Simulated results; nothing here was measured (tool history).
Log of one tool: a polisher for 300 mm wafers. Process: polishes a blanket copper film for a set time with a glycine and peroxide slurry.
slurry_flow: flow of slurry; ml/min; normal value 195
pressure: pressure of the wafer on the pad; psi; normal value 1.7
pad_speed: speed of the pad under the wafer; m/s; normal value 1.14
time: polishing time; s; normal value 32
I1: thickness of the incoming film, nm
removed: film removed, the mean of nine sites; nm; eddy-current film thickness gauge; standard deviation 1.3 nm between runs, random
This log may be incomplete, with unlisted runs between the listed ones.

Run 1, hour 0: usual settings; I1 1467.5. Result: removed 127 nm.
Run 2, hour 12.8: usual settings; I1 1505.3. Result: removed 126.8 nm.
Run 3, hour 34.6: usual settings; I1 1512.5. Result: removed 125.2 nm.
Run 4, hour 57.9: usual settings; I1 1524.7. Result: removed 125.4 nm.
Run 5, hour 81.7: usual settings but time 34 s; I1 1517.2. Result: removed 134.7 nm.
At hour 94.2: worn pad replaced by a new one.
Run 6, hour 116.9: usual settings but time 34 s; I1 1497.4. Result: removed 135.9 nm.
Run 7, hour 150.5: usual settings but time 34 s; I1 1503.7. Result: removed 134.8 nm.
Run 8, hour 164.7: usual settings but pressure 2 psi, pad_speed 1.04 m/s; I1 1505.5. Result: removed 134.9 nm.
Run 9, hour 184.6: usual settings but time 38 s; I1 1491.2. Result: removed 148.1 nm.
Run 10, hour 220.2: usual settings but time 38 s; I1 1472.9. Result: removed 149 nm.
At hour 229.8: worn pad replaced by a new one.
Run 11, hour 233.2: usual settings; I1 1518.2. Result: removed 127.1 nm.
Run 12, hour 245.7: usual settings; I1 1494.4. Result: removed 126.8 nm.
At hour 256.2: head pressure recalibrated.
Run 13, hour 270.6: usual settings; I1 1492.9. Result: removed 138 nm.
Run 14, hour 304.5: usual settings; I1 1492.1. Result: removed 137.2 nm.
Run 15, hour 316.8: usual settings but slurry_flow 220 ml/min, pressure 2.1 psi, pad_speed 0.8 m/s, time 23 s; I1 1509.1. Result: removed 95.2 nm.
Run 16, hour 351.7: usual settings but pressure 1.5 psi, pad_speed 1.34 m/s, time 29 s; I1 1527.9. Result: removed 122.8 nm.
At hour 359.2: worn pad replaced by a new one.
Run 17, hour 366.9: usual settings but slurry_flow 255 ml/min, pressure 2 psi, pad_speed 0.96 m/s, time 23 s; I1 1507.9. Result: removed 102.6 nm.
Run 18, hour 396: usual settings but pad_speed 1.04 m/s; I1 1510.7. Result: removed 127.1 nm.
Run 19, hour 416.3: usual settings but pressure 1.3 psi, pad_speed 0.74 m/s, time 41 s; I1 1526.2. Result: removed 113.6 nm.
Run 20, hour 510.1: usual settings; I1 1499.1. Result: removed 131.7 nm.
At hour 514.2: worn pad replaced by a new one.
Run 21, hour 531.1: usual settings; I1 1490.8. Result: removed 131.8 nm.
Run 22, hour 560.5: usual settings but slurry_flow 255 ml/min, pressure 1.4 psi, pad_speed 1.32 m/s, time 35 s; I1 1523.7. Result: removed 140.5 nm.
At hour 584.5: slurry nozzle cleaned.
Run 23, hour 643.9: usual settings but slurry_flow 170 ml/min, pressure 1.3 psi; I1 1488.5. Result: removed 106.5 nm.
At hour 658.4: worn pad replaced by a new one.
Run 24, hour 677.3: usual settings; I1 1511.6. Result: removed 131.3 nm.
Run 25, hour 692.4: usual settings but pressure 2.2 psi, pad_speed 1.36 m/s, time 38 s; I1 1501.4. Result: removed 216.6 nm.
Run 26, hour 726.3: usual settings but pad_speed 1.3 m/s, time 26 s; I1 1515.7. Result: removed 115.9 nm.
Run 27, hour 738.8: usual settings; I1 1510.6. Result: removed 131.4 nm.
Run 28, hour 754: usual settings; I1 1525. Result: removed 130.4 nm.

Consider 5 possible next runs. They are alternatives, not a sequence: every one starts from the tool as it was left by run 28. What does each give?
Run A, hour 754.4: usual settings but slurry_flow 145 ml/min; I1 1492.7. Result: removed ?.
Run B, hour 754.4: usual settings but slurry_flow 155 ml/min, pressure 2 psi, time 24 s; I1 1492.7. Result: removed ?.
Run C, hour 754.4: usual settings but slurry_flow 215 ml/min; I1 1492.7. Result: removed ?.
Run D, hour 754.4: usual settings but pad_speed 1.52 m/s; I1 1492.7. Result: removed ?.
Run E, hour 754.4: usual settings but pressure 1.3 psi, pad_speed 0.86 m/s; I1 1492.7. Result: removed ?.

run  removed
  A    125.9
  B    107.9
  C    131.7
  D    156.6
  E     92.4
Without the tool's hidden state the same runs would have given:
run  removed
  A      132
  B    113.3
  C    138.1
  D    164.6
  E     96.3
